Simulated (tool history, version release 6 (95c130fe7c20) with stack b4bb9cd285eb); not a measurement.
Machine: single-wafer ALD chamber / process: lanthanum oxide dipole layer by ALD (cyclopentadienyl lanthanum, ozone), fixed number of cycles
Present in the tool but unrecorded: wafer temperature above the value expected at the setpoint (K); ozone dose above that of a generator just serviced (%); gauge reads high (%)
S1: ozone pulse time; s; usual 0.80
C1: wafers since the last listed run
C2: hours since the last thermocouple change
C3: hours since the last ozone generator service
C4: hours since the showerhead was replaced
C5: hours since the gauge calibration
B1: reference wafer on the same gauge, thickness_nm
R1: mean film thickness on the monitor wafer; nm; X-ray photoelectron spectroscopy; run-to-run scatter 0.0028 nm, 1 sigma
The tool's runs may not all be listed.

{"run": 1, "hour": 0.0, "S1": 0.8, "C1": 0, "C2": 579.6, "C3": 477.8, "C4": 2639.1, "C5": 113.8, "B1": 0.544, "R1": 0.444}
{"run": 2, "hour": 12.0, "S1": 0.8, "C1": 175, "C2": 591.6, "C3": 489.8, "C4": 2651.1, "C5": 125.8, "B1": 0.544, "R1": 0.448}
{"run": 3, "hour": 31.0, "S1": 0.8, "C1": 277, "C2": 610.6, "C3": 508.8, "C4": 2670.1, "C5": 144.8, "B1": 0.543, "R1": 0.443}
{"run": 4, "hour": 62.7, "S1": 1.06, "C1": 462, "C2": 642.3, "C3": 540.5, "C4": 2701.8, "C5": 176.5, "B1": 0.544, "R1": 0.503}
{"run": 5, "hour": 86.1, "S1": 1.06, "C1": 341, "C2": 665.7, "C3": 563.9, "C4": 2725.2, "C5": 199.9, "B1": 0.544, "R1": 0.505}
{"run": 6, "hour": 99.7, "S1": 0.8, "C1": 198, "C2": 679.3, "C3": 577.5, "C4": 2738.8, "C5": 213.5, "B1": 0.544, "R1": 0.438}
{"run": 7, "hour": 118.2, "S1": 0.8, "C1": 270, "C2": 697.8, "C3": 596.0, "C4": 2757.3, "C5": 232.0, "B1": 0.545, "R1": 0.433}
{"run": 8, "hour": 134.1, "S1": 0.72, "C1": 232, "C2": 713.7, "C3": 611.9, "C4": 2773.2, "C5": 247.9, "B1": 0.545, "R1": 0.4}
{"run": 9, "hour": 153.3, "S1": 0.72, "C1": 280, "C2": 732.9, "C3": 631.1, "C4": 2792.4, "C5": 267.1, "B1": 0.545, "R1": 0.399}
{"run": 10, "hour": 172.4, "S1": 0.8, "C1": 278, "C2": 752.0, "C3": 650.2, "C4": 2811.5, "C5": 286.2, "B1": 0.544, "R1": 0.427}
{"hour": 192.6, "done": "ozone generator serviced"}
{"run": 11, "hour": 198.8, "S1": 0.8, "C1": 268, "C2": 778.4, "C3": 6.2, "C4": 2837.9, "C5": 312.6, "B1": 0.543, "R1": 0.468}
{"run": 12, "hour": 227.8, "S1": 0.8, "C1": 423, "C2": 807.4, "C3": 35.2, "C4": 2866.9, "C5": 341.6, "B1": 0.544, "R1": 0.47}
{"run": 13, "hour": 247.9, "S1": 0.8, "C1": 293, "C2": 827.5, "C3": 55.3, "C4": 2887.0, "C5": 361.7, "B1": 0.544, "R1": 0.457}
{"run": 14, "hour": 280.4, "S1": 1.11, "C1": 474, "C2": 860.0, "C3": 87.8, "C4": 2919.5, "C5": 394.2, "B1": 0.544, "R1": 0.532}
{"hour": 325.5, "done": "gauge calibrated"}
{"run": 15, "hour": 360.7, "S1": 0.8, "C1": 1171, "C2": 940.3, "C3": 168.1, "C4": 2999.8, "C5": 35.2, "B1": 0.544, "R1": 0.463}
{"run": 16, "hour": 388.9, "S1": 0.53, "C1": 411, "C2": 968.5, "C3": 196.3, "C4": 3028.0, "C5": 63.4, "B1": 0.544, "R1": 0.323}
{"hour": 408.1, "done": "showerhead replaced"}
{"run": 17, "hour": 422.0, "S1": 0.48, "C1": 366, "C2": 1001.6, "C3": 229.4, "C4": 13.9, "C5": 96.5, "B1": 0.544, "R1": 0.285}

What does the tool deliver on the next run?
{"run": 18, "hour": 454.1, "S1": 0.58, "C1": 468, "C2": 1033.7, "C3": 261.5, "C4": 46.0, "C5": 128.6, "B1": "?", "R1": "?"}

Run 18 yielded B1 0.544, R1 0.356 nm.
Take away the tool's hidden state, keep the run-to-run variation as it was, and the same run would have given R1 0.365 nm.

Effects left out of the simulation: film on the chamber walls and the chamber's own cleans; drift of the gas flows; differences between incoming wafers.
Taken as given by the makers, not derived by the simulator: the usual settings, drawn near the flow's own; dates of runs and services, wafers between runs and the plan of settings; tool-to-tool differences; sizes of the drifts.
